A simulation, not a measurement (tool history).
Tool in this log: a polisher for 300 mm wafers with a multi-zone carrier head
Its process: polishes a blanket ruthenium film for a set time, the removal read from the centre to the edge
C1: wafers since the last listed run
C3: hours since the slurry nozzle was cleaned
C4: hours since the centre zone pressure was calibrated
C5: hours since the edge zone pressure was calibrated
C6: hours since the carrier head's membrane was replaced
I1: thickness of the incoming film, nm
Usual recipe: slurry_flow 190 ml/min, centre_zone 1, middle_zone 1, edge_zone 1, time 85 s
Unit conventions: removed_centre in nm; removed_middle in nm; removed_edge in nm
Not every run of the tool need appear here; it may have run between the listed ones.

{"run": 1, "hour": 0.0, "slurry_flow": 190, "centre_zone": 1, "middle_zone": 1, "edge_zone": 1, "time": 85, "C1": 0, "wafers polished on this pad": 1611, "C3": 432.9, "C4": 251.5, "C5": 392.7, "C6": 1330.7, "I1": 597.5, "removed_centre": 96.4, "removed_middle": 90, "removed_edge": 90.9}
{"hour": 6.8, "done": "slurry nozzle cleaned"}
{"run": 2, "hour": 58.1, "slurry_flow": 190, "centre_zone": 1.11, "middle_zone": 1, "edge_zone": 0.88, "time": 85, "C1": 616, "wafers polished on this pad": 2228, "C3": 51.3, "C4": 309.6, "C5": 450.8, "C6": 1388.8, "I1": 592.6, "removed_centre": 110.1, "removed_middle": 88.9, "removed_edge": 85.2}
{"run": 3, "hour": 83.6, "slurry_flow": 190, "centre_zone": 1, "middle_zone": 1.03, "edge_zone": 1.12, "time": 85, "C1": 275, "wafers polished on this pad": 2503, "C3": 76.8, "C4": 335.1, "C5": 476.3, "C6": 1414.3, "I1": 599, "removed_centre": 96.1, "removed_middle": 91.7, "removed_edge": 94.1}
{"run": 4, "hour": 123.0, "slurry_flow": 190, "centre_zone": 1, "middle_zone": 0.94, "edge_zone": 1, "time": 85, "C1": 425, "wafers polished on this pad": 2928, "C3": 116.2, "C4": 374.5, "C5": 515.7, "C6": 1453.7, "I1": 608.3, "removed_centre": 97.4, "removed_middle": 86.1, "removed_edge": 89.9}
{"run": 5, "hour": 149.3, "slurry_flow": 130, "centre_zone": 1, "middle_zone": 1, "edge_zone": 1, "time": 85, "C1": 283, "wafers polished on this pad": 3212, "C3": 142.5, "C4": 400.8, "C5": 542, "C6": 1480, "I1": 595.3, "removed_centre": 93.5, "removed_middle": 84.2, "removed_edge": 85.6}
{"run": 6, "hour": 175.6, "slurry_flow": 190, "centre_zone": 1, "middle_zone": 1, "edge_zone": 1, "time": 105, "C1": 283, "wafers polished on this pad": 3496, "C3": 168.8, "C4": 427.1, "C5": 568.3, "C6": 1506.3, "I1": 612.4, "removed_centre": 123.5, "removed_middle": 111, "removed_edge": 112.5}
{"run": 7, "hour": 220.7, "slurry_flow": 235, "centre_zone": 1, "middle_zone": 1, "edge_zone": 0.96, "time": 58, "C1": 486, "wafers polished on this pad": 3982, "C3": 213.9, "C4": 472.2, "C5": 613.4, "C6": 1551.4, "I1": 586.8, "removed_centre": 70.6, "removed_middle": 62.7, "removed_edge": 62.5}
{"hour": 247.0, "done": "edge zone pressure recalibrated"}
{"run": 8, "hour": 273.9, "slurry_flow": 215, "centre_zone": 1, "middle_zone": 1, "edge_zone": 1, "time": 67, "C1": 552, "wafers polished on this pad": 4535, "C3": 267.1, "C4": 525.4, "C5": 26.9, "C6": 1604.6, "I1": 599.1, "removed_centre": 80.5, "removed_middle": 72.4, "removed_edge": 71.7}
{"hour": 294.2, "done": "worn pad replaced by a new one"}
{"hour": 295.7, "done": "centre zone pressure recalibrated"}
{"run": 9, "hour": 466.4, "slurry_flow": 190, "centre_zone": 1.12, "middle_zone": 0.9, "edge_zone": 1, "time": 85, "C1": 2017, "wafers polished on this pad": 1842, "C3": 459.6, "C4": 170.7, "C5": 219.4, "C6": 1797.1, "I1": 604.7, "removed_centre": 107.3, "removed_middle": 83.3, "removed_edge": 89.4}
{"hour": 492.2, "done": "carrier head's membrane replaced by a new one"}
{"run": 10, "hour": 493.4, "slurry_flow": 165, "centre_zone": 1.09, "middle_zone": 1, "edge_zone": 1, "time": 85, "C1": 237, "wafers polished on this pad": 2079, "C3": 486.6, "C4": 197.7, "C5": 246.4, "C6": 1.2, "I1": 587.7, "removed_centre": 100.4, "removed_middle": 87.4, "removed_edge": 88.6}
{"hour": 511.6, "done": "slurry nozzle cleaned"}
{"run": 11, "hour": 557.7, "slurry_flow": 255, "centre_zone": 0.94, "middle_zone": 1.03, "edge_zone": 1, "time": 74, "C1": 683, "wafers polished on this pad": 2762, "C3": 46.1, "C4": 262, "C5": 310.7, "C6": 65.5, "I1": 597.8, "removed_centre": 82.2, "removed_middle": 83.6, "removed_edge": 81.8}
{"run": 12, "hour": 621.5, "slurry_flow": 190, "centre_zone": 1.06, "middle_zone": 1.05, "edge_zone": 1, "time": 85, "C1": 688, "wafers polished on this pad": 3451, "C3": 109.9, "C4": 325.8, "C5": 374.5, "C6": 129.3, "I1": 599.8, "removed_centre": 106.4, "removed_middle": 93.4, "removed_edge": 89.9}
{"run": 13, "hour": 674.5, "slurry_flow": 190, "centre_zone": 1, "middle_zone": 1, "edge_zone": 1, "time": 85, "C1": 571, "wafers polished on this pad": 4023, "C3": 162.9, "C4": 378.8, "C5": 427.5, "C6": 182.3, "I1": 601, "removed_centre": 100.1, "removed_middle": 88.9, "removed_edge": 90.8}
{"hour": 725.0, "done": "centre zone pressure recalibrated"}
{"run": 14, "hour": 739.6, "slurry_flow": 190, "centre_zone": 1, "middle_zone": 1, "edge_zone": 1, "time": 110, "C1": 680, "wafers polished on this pad": 4704, "C3": 228, "C4": 14.6, "C5": 492.6, "C6": 247.4, "I1": 596.2, "removed_centre": 121.7, "removed_middle": 115.7, "removed_edge": 116.3}
{"hour": 787.9, "done": "worn pad replaced by a new one"}
{"run": 15, "hour": 805.4, "slurry_flow": 190, "centre_zone": 0.95, "middle_zone": 1, "edge_zone": 1, "time": 85, "C1": 666, "wafers polished on this pad": 188, "C3": 293.8, "C4": 80.4, "C5": 558.4, "C6": 313.2, "I1": 590.4, "removed_centre": 89.8, "removed_middle": 90.8, "removed_edge": 89.6}
{"run": 16, "hour": 833.0, "slurry_flow": 190, "centre_zone": 1, "middle_zone": 1, "edge_zone": 1, "time": 85, "C1": 297, "wafers polished on this pad": 486, "C3": 321.4, "C4": 108, "C5": 586, "C6": 340.8, "I1": 588.6, "removed_centre": 93.1, "removed_middle": 89.5, "removed_edge": 91}
{"run": 17, "hour": 890.5, "slurry_flow": 190, "centre_zone": 1, "middle_zone": 1, "edge_zone": 1, "time": 85, "C1": 620, "wafers polished on this pad": 1107, "C3": 378.9, "C4": 165.5, "C5": 643.5, "C6": 398.3, "I1": 596.6, "removed_centre": 97.4, "removed_middle": 89.9, "removed_edge": 89.8}
{"hour": 927.9, "done": "edge zone pressure recalibrated"}
{"run": 18, "hour": 951.3, "slurry_flow": 190, "centre_zone": 1, "middle_zone": 0.9, "edge_zone": 1, "time": 85, "C1": 634, "wafers polished on this pad": 1741, "C3": 439.7, "C4": 226.3, "C5": 23.4, "C6": 459.1, "I1": 597.7, "removed_centre": 96.1, "removed_middle": 82.4, "removed_edge": 91}
{"hour": 968.2, "done": "slurry nozzle cleaned"}
{"run": 19, "hour": 990.1, "slurry_flow": 240, "centre_zone": 1.06, "middle_zone": 1, "edge_zone": 0.94, "time": 72, "C1": 407, "wafers polished on this pad": 2149, "C3": 21.9, "C4": 265.1, "C5": 62.2, "C6": 497.9, "I1": 593.2, "removed_centre": 91.3, "removed_middle": 79.1, "removed_edge": 76.4}
{"run": 20, "hour": 1059.0, "slurry_flow": 190, "centre_zone": 1, "middle_zone": 1, "edge_zone": 0.91, "time": 85, "C1": 743, "wafers polished on this pad": 2893, "C3": 90.8, "C4": 334, "C5": 131.1, "C6": 566.8, "I1": 598.4, "removed_centre": 97.9, "removed_middle": 90, "removed_edge": 88}
{"run": 21, "hour": 1087.2, "slurry_flow": 190, "centre_zone": 1, "middle_zone": 1, "edge_zone": 1, "time": 85, "C1": 304, "wafers polished on this pad": 3197, "C3": 119, "C4": 362.2, "C5": 159.3, "C6": 595, "I1": 598.1, "removed_centre": 98, "removed_middle": 89.6, "removed_edge": 88.9}
{"run": 22, "hour": 1122.3, "slurry_flow": 135, "centre_zone": 1, "middle_zone": 1, "edge_zone": 1.06, "time": 106, "C1": 378, "wafers polished on this pad": 3576, "C3": 154.1, "C4": 397.3, "C5": 194.4, "C6": 630.1, "I1": 589.1, "removed_centre": 117, "removed_middle": 106.3, "removed_edge": 110.2}
{"run": 23, "hour": 1151.5, "slurry_flow": 175, "centre_zone": 0.93, "middle_zone": 1, "edge_zone": 1, "time": 66, "C1": 315, "wafers polished on this pad": 3891, "C3": 183.3, "C4": 426.5, "C5": 223.6, "C6": 659.3, "I1": 604.1, "removed_centre": 71.3, "removed_middle": 67.9, "removed_edge": 69.5}

Predict each of these 3 candidate next runs independently; none follows another, all start after run 23:
{"run": "A", "hour": 1152.0, "slurry_flow": 190, "centre_zone": 1, "middle_zone": 1, "edge_zone": 1, "time": 85, "C1": 5, "wafers polished on this pad": 3896, "C3": 183.8, "C4": 427, "C5": 224.1, "C6": 659.8, "I1": 607.5, "removed_centre": "?", "removed_middle": "?", "removed_edge": "?"}
{"run": "B", "hour": 1152.0, "slurry_flow": 190, "centre_zone": 1, "middle_zone": 1, "edge_zone": 0.96, "time": 85, "C1": 5, "wafers polished on this pad": 3896, "C3": 183.8, "C4": 427, "C5": 224.1, "C6": 659.8, "I1": 607.5, "removed_centre": "?", "removed_middle": "?", "removed_edge": "?"}
{"run": "C", "hour": 1152.0, "slurry_flow": 225, "centre_zone": 1, "middle_zone": 1.06, "edge_zone": 1.08, "time": 85, "C1": 5, "wafers polished on this pad": 3896, "C3": 183.8, "C4": 427, "C5": 224.1, "C6": 659.8, "I1": 607.5, "removed_centre": "?", "removed_middle": "?", "removed_edge": "?"}

run=A removed_centre=100.7 removed_middle=89.8 removed_edge=89
run=B removed_centre=100.7 removed_middle=89.8 removed_edge=87.7
run=C removed_centre=103.4 removed_middle=96.6 removed_edge=93.1
Take away the tool's hidden state, keep each run's random variation, and the runs would have read:
run=A removed_centre=89.8 removed_middle=89.8 removed_edge=89
run=B removed_centre=89.8 removed_middle=89.8 removed_edge=87.7
run=C removed_centre=92.2 removed_middle=96.6 removed_edge=93.1
